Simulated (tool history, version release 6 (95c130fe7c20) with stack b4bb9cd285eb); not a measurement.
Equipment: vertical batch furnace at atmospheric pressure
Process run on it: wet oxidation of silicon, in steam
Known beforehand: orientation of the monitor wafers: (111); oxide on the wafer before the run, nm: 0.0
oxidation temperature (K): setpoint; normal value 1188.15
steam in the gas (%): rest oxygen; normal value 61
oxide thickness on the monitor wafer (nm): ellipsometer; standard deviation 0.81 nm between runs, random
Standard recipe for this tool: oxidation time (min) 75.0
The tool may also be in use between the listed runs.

run   hour  oxidation temperature (K)  oxidation time (min)  steam in the gas (%)  read-back reference wafer on the same gauge, thickness  oxide thickness on the monitor wafer (nm)
  1    0.0                    1188.15                  75.0                    61                                                  228.95                                     199.61
  2   11.9                    1188.15                  75.0                    61                                                  229.26                                     200.44
  3   28.6                    1174.15                 104.5                    61                                                  229.33                                     223.30
  4   43.0                    1188.15                  75.0                    61                                                  228.84                                     200.16
  5   57.8                    1188.15                  75.0                    61                                                  228.91                                     198.54
  6  116.1                    1188.15                  75.0                    61                                                  229.11                                     199.73
  7  124.2                    1188.15                  75.0                    61                                                  229.04                                     197.58
  8  141.7                    1188.15                  83.5                    55                                                  228.98                                     199.87
  9  154.5                    1188.15                  83.5                    55                                                  229.27                                     199.02
 10  164.8                    1188.15                  48.0                    61                                                  228.87                                     137.58
 11  183.2                    1188.15                  94.0                    61                                                  229.37                                     238.29
 12  196.4                    1188.15                  75.0                    66                                                  228.87                                     213.23
 13  211.3                    1188.15                  75.0                    66                                                  228.88                                     212.00
 14  223.5                    1188.15                  75.0                    66                                                  228.81                                     211.55
 15  239.1                    1188.15                  75.0                    61                                                  229.09                                     199.29
 16  252.0                    1188.15                  75.0                    61                                                  229.18                                     197.71
 17  269.8                    1202.15                  75.0                    73                                                  228.97                                     261.01
 18  281.8                    1188.15                  65.5                    56                                                  228.96                                     166.08
 19  298.8                    1171.15                  75.0                    61                                                  228.90                                     162.43
     362.5  -- steam generator serviced
 20  363.0                    1210.15                  63.5                    67                                                  228.80                                     244.35
 21  368.1                    1188.15                  75.0                    68                                                  229.12                                     227.05
 22  377.5                    1201.15                  60.0                    73                                                  229.26                                     227.97
 23  389.2                    1188.15                  75.0                    61                                                  228.74                                     209.50
     400.7  -- gauge calibrated
 24  408.8                    1188.15                  75.0                    66                                                  228.95                                     221.08
 25  426.4                    1168.15                  95.0                    71                                                  229.13                                     228.72
 26  441.3                    1188.15                  83.5                    55                                                  229.34                                     208.76
     481.0  -- thermocouples replaced and temperature profile calibrated
 27  481.5                    1166.15                  98.5                    56                                                  228.94                                     189.28
 28  486.6                    1166.15                  55.0                    72                                                  229.10                                     141.35
 29  491.6                    1188.15                  88.0                    61                                                  228.97                                     234.57
 30  497.2                    1211.15                  55.5                    61                                                  229.15                                     205.09
 31  505.3                    1188.15                  75.0                    61                                                  229.45                                     207.51
 32  538.9                    1188.15                  75.0                    61                                                  229.13                                     207.33
 33  558.3                    1173.15                  75.0                    61                                                  229.04                                     175.62
 34  579.2                    1188.15                  75.0                    61                                                  229.09                                     205.96
 35  598.7                    1211.15                  75.0                    61                                                  228.79                                     252.65
 36  605.9                    1205.15                  95.0                    69                                                  229.19                                     315.09
 37  619.8                    1188.15                  75.0                    61                                                  229.10                                     206.28
 38  632.6                    1188.15                  75.0                    70                                                  228.78                                     229.36
 39  646.2                    1188.15                  65.0                    51                                                  228.93                                     159.16

Hidden state or all else? Some run-to-run changes of oxide thickness on the monitor wafer (nm), split into what the settings, what came in and random variation would give without the hidden state, and what is left for the hidden state (with any gauge scatter that isn't in both results):
Hidden conditions of the tool in this case: true tube temperature minus thermocouple reading, K; steam share off its setpoint, % of the setpoint; gauge reads high (%).
Run 10 -> 11: oxidation time (min) 48.0 -> 94.0. oxide thickness on the monitor wafer (nm) +100.71: hidden state -5.30, all else +106.01.
Run 17 -> 18: oxidation temperature (K) 1202.15 -> 1188.15, oxidation time (min) 75.0 -> 65.5, steam in the gas (%) 73 -> 56. oxide thickness on the monitor wafer (nm) -94.93: hidden state +4.58, all else -99.51.
Run 19 -> 20: oxidation temperature (K) 1171.15 -> 1210.15, oxidation time (min) 75.0 -> 63.5, steam in the gas (%) 61 -> 67, steam generator serviced. oxide thickness on the monitor wafer (nm) +81.92: hidden state +8.95, all else +72.97.
Run 36 -> 37: oxidation temperature (K) 1205.15 -> 1188.15, oxidation time (min) 95.0 -> 75.0, steam in the gas (%) 69 -> 61. oxide thickness on the monitor wafer (nm) -108.81: hidden state +1.89, all else -110.70.
